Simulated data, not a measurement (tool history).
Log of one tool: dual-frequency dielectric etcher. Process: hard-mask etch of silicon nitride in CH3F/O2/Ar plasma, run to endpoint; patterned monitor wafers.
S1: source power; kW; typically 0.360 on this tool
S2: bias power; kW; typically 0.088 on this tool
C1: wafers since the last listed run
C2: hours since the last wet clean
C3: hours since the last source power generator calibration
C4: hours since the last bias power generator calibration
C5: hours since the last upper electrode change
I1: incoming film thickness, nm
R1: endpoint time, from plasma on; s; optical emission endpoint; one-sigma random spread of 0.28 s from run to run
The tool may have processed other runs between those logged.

run    hour     S1     S2    C1     C2      C3      C4      C5     I1    R1
  1     0.0  0.290  0.078     0  156.1  3944.1  4286.3  4670.2  40.61  62.7
  2    21.0  0.290  0.078   264  177.1  3965.1  4307.3  4691.2  40.55  62.3
  3    46.9  0.360  0.088   326  203.0  3991.0  4333.2  4717.1  40.54  53.6
  4    72.9  0.360  0.088   327  229.0  4017.0  4359.2  4743.1  40.50  53.2
  5   105.0  0.360  0.088   404  261.1  4049.1  4391.3  4775.2  40.62  54.3
  6   120.3  0.360  0.088   192  276.4  4064.4  4406.6  4790.5  40.37  53.6
  7   168.5  0.360  0.088   607  324.6  4112.6  4454.8  4838.7  41.10  55.0
  8   184.0  0.360  0.088   195  340.1  4128.1  4470.3  4854.2  40.51  54.3
  9   218.0  0.360  0.088   428  374.1  4162.1  4504.3  4888.2  40.52  54.9
 10   245.0  0.410  0.088   340  401.1  4189.1  4531.3  4915.2  40.89  51.9
      276.3  -- wet clean of the chamber
 11   276.8  0.410  0.088    98    0.5  4220.9  4563.1  4947.0  39.81  48.9
 12   294.5  0.410  0.088   223   18.2  4238.6  4580.8  4964.7  40.71  49.7
      326.6  -- upper electrode replaced, of another model than before
      327.7  -- bias power generator calibrated
 13   328.2  0.360  0.099   108   51.9  4272.3     0.5     1.6  40.97  50.9
 14   348.2  0.360  0.099   252   71.9  4292.3    20.5    21.6  40.51  50.6
 15   368.6  0.360  0.076   257   92.3  4312.7    40.9    42.0  40.13  56.9
 16   391.8  0.360  0.076   292  115.5  4335.9    64.1    65.2  40.73  57.6
 17   410.2  0.360  0.076   231  133.9  4354.3    82.5    83.6  40.28  57.3
 18   511.9  0.360  0.088  1282  235.6  4456.0   184.2   185.3  40.57  53.9
 19   535.8  0.430  0.102   301  259.5  4479.9   208.1   209.2  40.82  44.8
 20   557.3  0.300  0.079   271  281.0  4501.4   229.6   230.7  40.61  69.7
 21   576.5  0.320  0.104   242  300.2  4520.6   248.8   249.9  41.05  57.0
      634.7  -- source power generator calibrated
 22   666.2  0.360  0.088  1080  389.9    31.5   338.5   339.6  40.49  55.5
 23   679.9  0.360  0.067   172  403.6    45.2   352.2   353.3  40.50  63.0
      730.3  -- wet clean of the chamber
 24   730.8  0.360  0.088   339    0.5    96.1   403.1   404.2  40.48  52.6
 25   801.1  0.300  0.074   886   70.8   166.4   473.4   474.5  40.60  69.1
 26   831.4  0.420  0.077   381  101.1   196.7   503.7   504.8  40.72  50.0
 27   845.4  0.420  0.095   176  115.1   210.7   517.7   518.8  40.54  44.9
 28   869.3  0.360  0.096   301  139.0   234.6   541.6   542.7  40.93  51.9
 29   892.8  0.360  0.088   296  162.5   258.1   565.1   566.2  40.08  52.6
 30   922.0  0.410  0.088   368  191.7   287.3   594.3   595.4  40.79  48.7
 31   937.7  0.310  0.073   197  207.4   303.0   610.0   611.1  40.59  67.2
 32   950.7  0.360  0.088   163  220.4   316.0   623.0   624.1  40.44  53.6
 33   980.7  0.390  0.079   378  250.4   346.0   653.0   654.1  40.80  53.2
 34  1004.7  0.390  0.097   302  274.4   370.0   677.0   678.1  41.00  48.8
 35  1033.4  0.360  0.088   361  303.1   398.7   705.7   706.8  40.40  53.4

What if the next run were any one of these 4? Each begins from the tool's condition after run 35:
  A  1033.8  0.360  0.088   5  303.5  399.1  706.1  707.2  40.46   ?
  B  1033.8  0.330  0.097   5  303.5  399.1  706.1  707.2  40.46   ?
  C  1033.8  0.420  0.097   5  303.5  399.1  706.1  707.2  40.46   ?
  D  1033.8  0.310  0.110   5  303.5  399.1  706.1  707.2  40.46   ?

run    R1
  A  54.0
  B  55.8
  C  45.7
  D  56.0
Had the tool no hidden state, the same runs would have come out as:
run    R1
  A  52.6
  B  54.3
  C  44.5
  D  54.5

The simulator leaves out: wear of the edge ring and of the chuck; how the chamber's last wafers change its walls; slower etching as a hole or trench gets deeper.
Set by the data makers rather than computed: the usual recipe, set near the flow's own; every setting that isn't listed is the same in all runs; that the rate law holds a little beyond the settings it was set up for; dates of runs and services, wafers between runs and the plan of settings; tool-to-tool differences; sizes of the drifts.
